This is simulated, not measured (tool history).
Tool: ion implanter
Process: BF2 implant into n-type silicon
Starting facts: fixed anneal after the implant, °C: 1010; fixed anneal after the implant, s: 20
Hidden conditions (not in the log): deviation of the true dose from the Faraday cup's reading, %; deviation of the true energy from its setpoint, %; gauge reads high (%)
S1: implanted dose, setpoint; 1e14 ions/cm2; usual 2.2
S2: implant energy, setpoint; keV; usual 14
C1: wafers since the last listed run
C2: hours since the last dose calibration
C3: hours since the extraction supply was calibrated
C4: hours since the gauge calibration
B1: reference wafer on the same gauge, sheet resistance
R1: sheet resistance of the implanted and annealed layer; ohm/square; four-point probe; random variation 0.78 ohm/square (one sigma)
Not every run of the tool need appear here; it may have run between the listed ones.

run,hour,S1,S2,C1,C2,C3,C4,B1,R1
1,0,2.2,14,0,1884.4,4314.1,106.9,510.82,533.76
2,26.2,2.2,14,293,1910.6,4340.3,133.1,510.8,533.91
3,46.4,2.2,14,226,1930.8,4360.5,153.3,511.2,534.31
4,122.4,2.2,14,851,2006.8,4436.5,229.3,510.94,534.69
5,158.1,2.2,14,400,2042.5,4472.2,265,511.05,534.09
6,181.7,2.2,14,264,2066.1,4495.8,288.6,510.79,534.14
7,209.5,2.2,13,311,2093.9,4523.6,316.4,510.79,540.95
8,229.7,2.2,13,226,2114.1,4543.8,336.6,510.88,541.17
9,243.2,2.2,13,151,2127.6,4557.3,350.1,510.64,540.97
10,275.2,2.71,14,358,2159.6,4589.3,382.1,511.01,450.22
# hour 293.6: Faraday cup replaced and dose calibrated
11,309.5,2.2,14,294,15.9,4623.6,416.4,510.98,519.57
12,342.8,2.67,14,373,49.2,4656.9,449.7,510.97,442.93
13,371.6,2.2,13,322,78,4685.7,478.5,511.16,525.29
14,393.5,2.03,17,245,99.9,4707.6,500.4,511.23,545.93
15,420.5,2.2,9.5,302,126.9,4734.6,527.4,510.81,553.34
# hour 458.2: extraction supply calibrated
16,458.7,1.91,17,338,165.1,0.5,565.6,511.22,575.65
17,481.7,1.88,14,257,188.1,23.5,588.6,511.04,598.19
18,505.9,2.83,15.5,271,212.3,47.7,612.8,510.75,417.8
# hour 514.6: gauge calibrated
19,539.2,2.2,14,373,245.6,81,24.6,511,521.43
20,553.1,2.74,16.5,155,259.5,94.9,38.5,510.75,426.51

Run 21 comes next. What will it give?
21,646.8,1.91,14,1050,353.2,188.6,132.2,?,?

{"run 21": {"B1": 510.95, "R1": 589.93}}
On a tool with no hidden condition, and with the same random variation, this run would have come out at R1 583.5 ohm/square.
